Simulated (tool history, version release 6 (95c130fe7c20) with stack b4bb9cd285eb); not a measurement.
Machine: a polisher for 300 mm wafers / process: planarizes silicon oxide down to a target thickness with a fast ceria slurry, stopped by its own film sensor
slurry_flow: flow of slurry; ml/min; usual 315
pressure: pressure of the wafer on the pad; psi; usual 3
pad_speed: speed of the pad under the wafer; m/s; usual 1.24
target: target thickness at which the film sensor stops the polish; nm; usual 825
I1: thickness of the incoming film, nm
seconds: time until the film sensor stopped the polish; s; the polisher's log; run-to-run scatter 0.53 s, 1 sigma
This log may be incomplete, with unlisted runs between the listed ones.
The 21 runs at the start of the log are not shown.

run 22 hour=574.3 | slurry_flow=315 pressure=2.3 pad_speed=1.24 target=1052 | I1=1925.7 | seconds=53.3
-- hour=626.6 head pressure recalibrated
run 23 hour=627.1 | slurry_flow=315 pressure=3.9 pad_speed=1.42 target=825 | I1=1874.2 | seconds=36.7
run 24 hour=642.5 | slurry_flow=420 pressure=2.7 pad_speed=1.36 target=1141 | I1=1887 | seconds=33.5
run 25 hour=658 | slurry_flow=210 pressure=2.6 pad_speed=1.24 target=1087 | I1=1950.2 | seconds=46.3
run 26 hour=685.4 | slurry_flow=315 pressure=3 pad_speed=1.62 target=825 | I1=1902.7 | seconds=39.7
-- hour=705.7 worn pad replaced by a new one
run 27 hour=711.1 | slurry_flow=315 pressure=4 pad_speed=1.06 target=606 | I1=1894.2 | seconds=59.2
run 28 hour=739.9 | slurry_flow=315 pressure=3 pad_speed=1.24 target=825 | I1=1878.3 | seconds=50.5
-- hour=750.9 slurry nozzle cleaned
run 29 hour=772.5 | slurry_flow=395 pressure=2.4 pad_speed=1.68 target=565 | I1=1885.4 | seconds=52.4
run 30 hour=807.2 | slurry_flow=315 pressure=3 pad_speed=1.24 target=971 | I1=1901.5 | seconds=43.8
run 31 hour=825.1 | slurry_flow=210 pressure=2.6 pad_speed=1.04 target=825 | I1=1888.7 | seconds=67.3
run 32 hour=849.6 | slurry_flow=245 pressure=3 pad_speed=1.24 target=825 | I1=1938.8 | seconds=54.6
run 33 hour=871.4 | slurry_flow=315 pressure=2.1 pad_speed=0.84 target=825 | I1=1914.8 | seconds=92.3
-- hour=900.3 worn pad replaced by a new one
run 34 hour=905.9 | slurry_flow=280 pressure=3 pad_speed=1.24 target=825 | I1=1896.7 | seconds=50.8
run 35 hour=934.4 | slurry_flow=315 pressure=2.6 pad_speed=1.24 target=723 | I1=1918.5 | seconds=62.1
run 36 hour=962.9 | slurry_flow=315 pressure=3.6 pad_speed=1.24 target=654 | I1=1932.9 | seconds=53.5

5 options for the next run, each taken on its own from the tool as it stands now. Forecast them:
run A hour=963.3 | slurry_flow=315 pressure=3 pad_speed=1.24 target=825 | I1=1913.3 | seconds=?
run B hour=963.3 | slurry_flow=260 pressure=2.4 pad_speed=1.24 target=825 | I1=1913.3 | seconds=?
run C hour=963.3 | slurry_flow=315 pressure=2.4 pad_speed=1.24 target=1148 | I1=1913.3 | seconds=?
run D hour=963.3 | slurry_flow=225 pressure=3 pad_speed=1.66 target=825 | I1=1913.3 | seconds=?
run E hour=963.3 | slurry_flow=235 pressure=3 pad_speed=1.24 target=825 | I1=1913.3 | seconds=?

run=A seconds=52.7
run=B seconds=61.5
run=C seconds=42.7
run=D seconds=40.3
run=E seconds=53.7
What these runs would have given with no unlogged condition in the tool:
run=A seconds=51.7
run=B seconds=60.4
run=C seconds=41.9
run=D seconds=39.5
run=E seconds=52.7
